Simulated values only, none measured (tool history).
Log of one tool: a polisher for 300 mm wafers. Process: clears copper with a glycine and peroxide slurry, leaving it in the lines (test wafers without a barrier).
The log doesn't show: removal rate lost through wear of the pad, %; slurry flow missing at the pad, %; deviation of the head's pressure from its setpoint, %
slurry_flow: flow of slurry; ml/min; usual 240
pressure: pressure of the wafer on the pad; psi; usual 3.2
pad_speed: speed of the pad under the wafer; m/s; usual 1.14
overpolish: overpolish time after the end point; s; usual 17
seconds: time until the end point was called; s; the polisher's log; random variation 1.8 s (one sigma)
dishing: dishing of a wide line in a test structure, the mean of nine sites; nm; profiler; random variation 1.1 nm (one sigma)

run	day	slurry_flow	pressure	pad_speed	overpolish	wafers since the last listed run	wafers polished on this pad	hours since the slurry nozzle was cleaned	hours since the head pressure was calibrated	incoming thickness of the incoming film, nm	seconds	dishing
1	0.000	175	3.2	1.14	13	0	1103	269.0	99.0	635.2	114.6	49.4
2	2.525	240	3.2	1.14	17	286	1390	329.6	159.6	636.9	108.2	65.4
3	6.642	240	3.2	1.14	13	467	1857	428.4	258.4	628.1	101.9	52.3
4	9.171	240	3.2	1.14	13	287	2144	489.1	319.1	640.9	108.9	52.7
5	13.183	240	3.2	1.14	13	455	2599	585.4	415.4	635.3	104.5	53.6
# day 14.721: slurry nozzle cleaned
6	15.221	240	3.2	1.14	17	226	2826	12.0	464.3	635.2	105.0	65.8
# day 17.421: worn pad replaced by a new one
# day 20.362: head pressure recalibrated
7	23.471	240	3.2	1.14	17	907	676	210.0	74.6	625.0	101.3	67.2
8	25.908	225	3.2	1.14	17	276	953	268.5	133.1	638.1	105.4	66.9
9	27.429	225	3.2	1.14	17	172	1126	305.0	169.6	632.3	101.7	67.1
10	31.292	240	3.2	1.14	17	438	1564	397.7	262.3	633.8	104.1	67.3
11	34.925	240	3.2	1.14	17	412	1976	484.9	349.5	634.1	101.9	67.4
# day 35.888: slurry nozzle cleaned
12	37.625	240	3.2	1.14	17	301	2278	41.7	414.3	631.1	105.0	69.0
# day 41.546: worn pad replaced by a new one
13	41.792	240	3.2	1.14	17	453	27	141.7	514.3	636.1	87.5	77.8
14	43.417	240	3.2	1.14	17	184	212	180.7	553.3	620.9	85.3	77.2
# day 46.354: head pressure recalibrated
15	46.946	175	4.3	1.52	21	391	603	265.4	14.2	629.1	62.5	116.2
16	50.846	240	3.2	1.14	17	442	1045	359.0	107.8	634.8	101.5	65.9
17	52.358	185	2.9	1.14	17	171	1217	395.3	144.1	625.5	111.7	59.8
18	55.662	240	2.8	1.14	17	374	1592	474.6	223.4	626.6	111.7	62.5
# day 56.825: slurry nozzle cleaned
19	59.112	280	2.1	1.14	13	386	1979	54.9	306.2	620.9	140.2	39.7
20	60.742	185	3.2	1.14	17	184	2164	94.0	345.3	628.4	100.2	67.3
21	64.058	190	3.2	1.14	25	376	2540	173.6	424.9	621.8	103.0	89.9
22	65.733	240	3.2	1.14	17	190	2730	213.8	465.1	634.8	103.4	70.2
# day 66.479: worn pad replaced by a new one
23	69.054	240	3.2	1.14	17	357	292	293.5	544.8	628.4	88.6	74.3
24	70.604	240	3.2	1.14	17	175	468	330.7	582.0	625.7	89.6	74.6
# day 71.171: head pressure recalibrated
25	72.942	240	3.2	1.14	17	255	724	386.8	42.5	620.6	99.7	66.9
26	77.442	240	4.1	1.14	10	510	1234	494.8	150.5	615.8	80.7	51.2
# day 78.808: slurry nozzle cleaned
27	81.250	240	3.2	1.14	17	427	1662	58.6	241.9	625.1	102.8	64.2
28	84.788	240	3.2	1.14	22	401	2063	143.5	326.8	624.2	104.2	79.4
# day 88.217: worn pad replaced by a new one
29	88.708	240	4.3	1.14	17	426	55	237.6	420.9	632.4	69.1	92.9
30	91.392	285	3.2	1.14	17	304	360	302.0	485.3	635.0	89.3	74.8
31	93.217	240	4.2	1.00	17	207	567	345.8	529.1	623.1	76.7	81.9
32	95.308	185	2.6	1.52	21	237	804	396.0	579.3	635.8	89.2	84.7
33	96.854	240	3.2	1.14	17	175	980	433.1	616.4	625.3	91.7	72.7
# day 98.658: head pressure recalibrated
34	101.129	240	3.2	1.14	17	475	1455	535.7	59.3	644.1	108.9	64.9
# day 102.804: slurry nozzle cleaned
35	103.612	240	3.2	1.14	12	277	1732	19.4	118.9	634.2	107.3	47.7

Hidden state at the last listed run before each entry between runs and at the first one after, where it differs:
Between runs 5 and 6: slurry nozzle cleaned (day 14.721)
  removal rate lost through wear of the pad, %: 12.5 -> 12.7; deviation of the head's pressure from its setpoint, %: 6.51 -> 7.52
  measured less the result without the state, seconds: +8.0 -> +7.4 s; dishing: -3.7 -> -3.8 nm
Between runs 6 and 7: worn pad replaced by a new one (day 17.421); head pressure recalibrated (day 20.362)
  removal rate lost through wear of the pad, %: 12.7 -> 8.03; deviation of the head's pressure from its setpoint, %: 7.52 -> 2.5
  measured less the result without the state, seconds: +7.4 -> +6.2 s; dishing: -3.8 -> -3.5 nm
Between runs 11 and 12: slurry nozzle cleaned (day 35.888)
  removal rate lost through wear of the pad, %: 12.6 -> 13; deviation of the head's pressure from its setpoint, %: 8.15 -> 9.49
  measured less the result without the state, seconds: +6.5 -> +6.2 s; dishing: -3.5 -> -3.1 nm
Between runs 12 and 13: worn pad replaced by a new one (day 41.546)
  removal rate lost through wear of the pad, %: 13 -> 0.385; deviation of the head's pressure from its setpoint, %: 9.49 -> 11.5
  measured less the result without the state, seconds: +6.2 -> -8.3 s; dishing: -3.1 -> +6.0 nm
Between runs 14 and 15: head pressure recalibrated (day 46.354)
  removal rate lost through wear of the pad, %: 2.61 -> 6.15; deviation of the head's pressure from its setpoint, %: 12.3 -> 1.42
  measured less the result without the state, seconds: -6.5 -> +3.1 s; dishing: +5.0 -> -3.9 nm
Between runs 18 and 19: slurry nozzle cleaned (day 56.825)
  removal rate lost through wear of the pad, %: 10.4 -> 11.2; deviation of the head's pressure from its setpoint, %: 5.72 -> 7.42
  measured less the result without the state, seconds: +6.8 -> +8.3 s; dishing: -3.2 -> -2.1 nm
Between runs 22 and 23: worn pad replaced by a new one (day 66.479)
  removal rate lost through wear of the pad, %: 12 -> 4.81; deviation of the head's pressure from its setpoint, %: 10.7 -> 12.3
  measured less the result without the state, seconds: +4.0 -> -4.6 s; dishing: -2.0 -> +3.5 nm
Between runs 24 and 25: head pressure recalibrated (day 71.171)
  removal rate lost through wear of the pad, %: 6.41 -> 8.31; deviation of the head's pressure from its setpoint, %: 13.1 -> 1.39
  measured less the result without the state, seconds: -3.7 -> +7.2 s; dishing: +2.9 -> -4.2 nm
Between runs 26 and 27: slurry nozzle cleaned (day 78.808)
  removal rate lost through wear of the pad, %: 10.7 -> 12; deviation of the head's pressure from its setpoint, %: 3.61 -> 5.49
  measured less the result without the state, seconds: +6.3 -> +8.0 s; dishing: -3.7 -> -4.3 nm
Between runs 28 and 29: worn pad replaced by a new one (day 88.217)
  removal rate lost through wear of the pad, %: 12.7 -> 0.903; deviation of the head's pressure from its setpoint, %: 7.24 -> 9.17
  measured less the result without the state, seconds: +7.6 -> -5.0 s; dishing: -4.3 -> +5.4 nm
Between runs 33 and 34: head pressure recalibrated (day 98.658)
  removal rate lost through wear of the pad, %: 8.44 -> 10.2; deviation of the head's pressure from its setpoint, %: 13.2 -> -0.544
  measured less the result without the state, seconds: -1.8 -> +11.6 s; dishing: +1.7 -> -6.3 nm
Between runs 34 and 35: slurry nozzle cleaned (day 102.804)
  removal rate lost through wear of the pad, %: 10.2 -> 10.9; deviation of the head's pressure from its setpoint, %: -0.544 -> 0.681
  measured less the result without the state, seconds: +11.6 -> +11.2 s; dishing: -6.3 -> -4.8 nm

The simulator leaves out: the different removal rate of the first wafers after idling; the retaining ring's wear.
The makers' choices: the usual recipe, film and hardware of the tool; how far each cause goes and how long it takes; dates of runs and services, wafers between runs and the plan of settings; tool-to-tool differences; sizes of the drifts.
